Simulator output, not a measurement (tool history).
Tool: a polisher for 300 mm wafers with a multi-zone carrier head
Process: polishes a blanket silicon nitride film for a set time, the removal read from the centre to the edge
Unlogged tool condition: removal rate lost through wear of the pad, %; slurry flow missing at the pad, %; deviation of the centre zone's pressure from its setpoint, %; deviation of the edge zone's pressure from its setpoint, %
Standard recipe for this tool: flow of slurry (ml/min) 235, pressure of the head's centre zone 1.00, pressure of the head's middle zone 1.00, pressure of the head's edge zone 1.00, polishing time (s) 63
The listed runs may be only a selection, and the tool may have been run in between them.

run	hour	flow of slurry (ml/min)	pressure of the head's centre zone	pressure of the head's middle zone	pressure of the head's edge zone	polishing time (s)	wafers since the last listed run	wafers polished on this pad	hours since the slurry nozzle was cleaned	hours since the centre zone pressure was calibrated	hours since the edge zone pressure was calibrated	hours since the carrier head's membrane was replaced	incoming thickness of the incoming film, nm	film removed at the wafer's centre (nm)	film removed at mid-radius (nm)	film removed at the wafer's edge (nm)
1	0.0	235	1.00	1.00	1.00	63	0	4109	478.7	545.6	676.0	493.1	487.6	171.2	166.5	174.4
# hour 63.2: slurry nozzle cleaned
2	74.1	235	1.00	1.00	1.00	63	713	4823	10.9	619.7	750.1	567.2	490.8	191.5	183.0	192.5
3	127.8	235	1.00	0.95	1.00	63	524	5347	64.6	673.4	803.8	620.9	485.7	190.2	175.2	185.3
# hour 162.4: worn pad replaced by a new one
4	239.0	235	1.00	0.95	1.00	63	1046	747	175.8	784.6	915.0	732.1	489.3	181.7	164.5	182.2
5	486.8	235	1.00	1.00	1.00	76	2418	3166	423.6	1032.4	1162.8	979.9	497.8	211.2	201.0	212.5
# hour 533.0: edge zone pressure recalibrated
# hour 555.1: slurry nozzle cleaned
6	568.7	235	1.00	1.00	1.00	63	770	3936	13.6	1114.3	35.7	1061.8	490.7	195.0	182.9	190.1
# hour 615.4: centre zone pressure recalibrated
7	635.9	235	1.00	1.00	1.00	63	636	4573	80.8	20.5	102.9	1129.0	493.1	194.8	183.1	187.5
# hour 655.5: worn pad replaced by a new one
# hour 754.1: carrier head's membrane replaced by a new one
8	770.2	235	1.00	1.00	1.06	63	1223	1070	215.1	154.8	237.2	16.1	491.9	182.7	173.3	188.2
9	819.6	235	1.06	0.95	1.00	63	482	1553	264.5	204.2	286.6	65.5	488.3	189.5	160.8	177.8
10	886.7	235	1.07	1.00	1.09	45	655	2208	331.6	271.3	353.7	132.6	494.7	133.9	121.8	133.2
11	956.1	235	1.00	1.00	1.00	63	677	2885	401.0	340.7	423.1	202.0	482.3	179.4	171.1	176.5
12	1060.1	280	0.89	0.93	1.00	44	1015	3900	505.0	444.7	527.1	306.0	491.7	117.2	113.2	127.5

Expected results for the next run?
# hour 1098.2: slurry nozzle cleaned
# hour 1105.5: worn pad replaced by a new one
13	1162.2	235	0.93	1.00	1.00	63	947	553	64.0	546.8	629.2	408.1	484.0	?	?	?

Run 13 produced film removed at the wafer's centre (nm) 181.9, film removed at mid-radius (nm) 184.4, film removed at the wafer's edge (nm) 190.8.
Take away the tool's hidden state, keep the run-to-run variation as it was, and the same run would have given film removed at the wafer's centre (nm) 188.0, film removed at mid-radius (nm) 189.9, film removed at the wafer's edge (nm) 195.0.

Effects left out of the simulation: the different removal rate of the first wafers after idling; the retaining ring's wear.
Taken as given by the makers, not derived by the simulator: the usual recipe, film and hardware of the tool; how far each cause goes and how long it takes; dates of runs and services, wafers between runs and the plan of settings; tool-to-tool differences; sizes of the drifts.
